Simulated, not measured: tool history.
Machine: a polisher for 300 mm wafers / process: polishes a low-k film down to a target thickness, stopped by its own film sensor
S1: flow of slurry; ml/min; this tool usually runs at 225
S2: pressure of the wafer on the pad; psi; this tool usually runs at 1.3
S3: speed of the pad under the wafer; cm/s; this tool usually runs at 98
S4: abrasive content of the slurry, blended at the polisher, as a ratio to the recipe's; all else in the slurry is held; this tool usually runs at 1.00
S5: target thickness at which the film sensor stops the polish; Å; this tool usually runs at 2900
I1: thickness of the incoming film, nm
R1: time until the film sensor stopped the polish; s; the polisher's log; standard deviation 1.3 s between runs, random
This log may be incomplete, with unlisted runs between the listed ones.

run   hour   S1   S2   S3    S4    S5     I1     R1
  1    0.0  225  1.3   98  1.00  2900  334.0  169.2
  2   17.6  225  1.3   98  1.00  2900  331.3  160.6
      22.8  -- conditioning disc replaced and pad reconditioned
  3   25.7  225  1.3   98  1.00  2900  329.6  153.4
  4   34.3  225  1.3   98  1.00  2900  325.3  137.2
  5   48.8  225  1.5   98  1.00  2900  330.0  135.0
  6   60.8  225  1.5   98  1.00  2900  336.0  156.9
  7   70.1  225  1.5   98  1.00  2900  329.8  134.5
      78.8  -- worn pad replaced by a new one
  8   79.4  225  1.3   98  1.00  2900  330.8  159.3
      90.1  -- head pressure recalibrated
  9   92.4  225  1.3   98  1.00  2900  332.4  166.1
 10  107.8  225  1.3   98  1.00  2900  327.8  148.7
 11  122.8  225  1.3   98  1.00  2900  324.3  132.2
 12  137.3  185  1.3   98  1.00  2940  331.3  149.0
 13  143.7  225  1.3   98  1.00  2900  327.2  142.6
 14  154.6  225  0.9   98  1.00  2960  325.9  165.4
     160.9  -- slurry blender recalibrated
 15  164.2  225  1.1   98  0.90  3010  335.4  165.7
     171.0  -- worn pad replaced by a new one
 16  172.3  225  1.7   98  1.00  2850  333.3  142.6
     179.6  -- conditioning disc replaced and pad reconditioned
     190.5  -- slurry nozzle cleaned
 17  204.7  225  1.3   98  1.00  2900  327.2  145.1
 18  214.7  225  0.8   98  1.25  2900  330.1  234.2
 19  229.7  250  1.5  126  1.00  2900  323.9   97.3
 20  236.8  250  1.5  126  1.00  2900  334.5  126.5
 21  249.5  225  1.3   64  0.85  2900  327.4  192.6
 22  257.1  225  1.3   98  1.00  2900  330.6  157.3
     262.3  -- worn pad replaced by a new one
 23  273.0  180  1.3  122  1.00  2990  335.4  129.3
 24  290.6  225  1.3   98  1.00  2900  333.8  171.5
 25  304.0  255  1.3   86  1.00  2900  327.0  153.1

Predict each of these 5 candidate next runs independently; none follows another, all start after run 25:
  A  304.5  225  1.6   98  1.00  2900  324.5   ?
  B  304.5  225  0.8   98  1.00  2830  324.5   ?
  C  304.5  225  1.3  132  1.15  2900  324.5   ?
  D  304.5  275  1.3   98  1.00  2940  324.5   ?
  E  304.5  150  1.3   98  1.00  2810  324.5   ?

run     R1
  A  109.1
  B  262.4
  C  107.6
  D  115.9
  E  181.0
Take away the tool's hidden state, keep each run's random variation, and the runs would have read:
run     R1
  A  109.1
  B  262.4
  C  107.6
  D  115.9
  E  181.0
